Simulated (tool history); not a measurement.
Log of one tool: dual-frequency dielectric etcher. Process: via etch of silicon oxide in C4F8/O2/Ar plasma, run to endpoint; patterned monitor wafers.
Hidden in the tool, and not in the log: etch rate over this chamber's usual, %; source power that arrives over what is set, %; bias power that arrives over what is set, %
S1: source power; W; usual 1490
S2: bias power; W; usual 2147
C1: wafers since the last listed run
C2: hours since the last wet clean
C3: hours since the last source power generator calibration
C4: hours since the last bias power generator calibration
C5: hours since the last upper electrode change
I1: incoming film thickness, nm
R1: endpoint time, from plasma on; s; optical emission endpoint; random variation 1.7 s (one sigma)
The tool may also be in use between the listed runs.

run,hour,S1,S2,C1,C2,C3,C4,C5,I1,R1
1,0,1760,2460,0,41,3877.3,3441.7,2745.3,1054.3,194.7
2,59.5,1760,2460,268,100.5,3936.8,3501.2,2804.8,1050.1,192.4
3,84.6,1760,2460,113,125.6,3961.9,3526.3,2829.9,1051.5,195.7
4,146.6,1490,2147,279,187.6,4023.9,3588.3,2891.9,1060.2,214.2
5,201.4,1490,2147,247,242.4,4078.7,3643.1,2946.7,1053,212.8
6,253.6,1490,2147,235,294.6,4130.9,3695.3,2998.9,1051.4,208
# hour 293.9: wet clean of the chamber
7,320.5,1490,2147,193,26.6,4197.8,3762.2,3065.8,1049.7,216.1
8,356.2,1490,2147,161,62.3,4233.5,3797.9,3101.5,1048.1,214.1
# hour 362.7: source power generator calibrated
# hour 383.3: bias power generator calibrated
9,403.1,1490,2147,175,109.2,40.4,19.8,3148.4,1055.1,215
# hour 453.3: upper electrode replaced
10,453.8,1610,2147,120,159.9,91.1,70.5,0.5,1054.9,207.3
11,473.7,1760,1978,89,179.8,111,90.4,20.4,1057.8,207.7
12,532.2,1330,2313,263,238.3,169.5,148.9,78.9,1057.3,212.7
13,601.7,1490,2147,313,307.8,239,218.4,148.4,1055.9,210.9
14,643,1840,2344,186,349.1,280.3,259.7,189.7,1058.5,188.4
# hour 678.4: wet clean of the chamber
15,701.7,1830,2147,156,23.3,339,318.4,248.4,1051.8,204.3
16,753.6,1280,2597,234,75.2,390.9,370.3,300.3,1059.8,214.6

Hidden state or all else? Some run-to-run changes of R1, split into what the settings, what came in and random variation would give without the hidden state, and what is left for the hidden state (with any gauge scatter that isn't in both results):
Run 13 -> 14: S1 1490 -> 1840, S2 2147 -> 2344. R1 -22.5 s: hidden state -0.1, all else -22.4.
Run 14 -> 15: S1 1840 -> 1830, S2 2344 -> 2147, wet clean of the chamber. R1 +15.9 s: hidden state +9.5, all else +6.4.
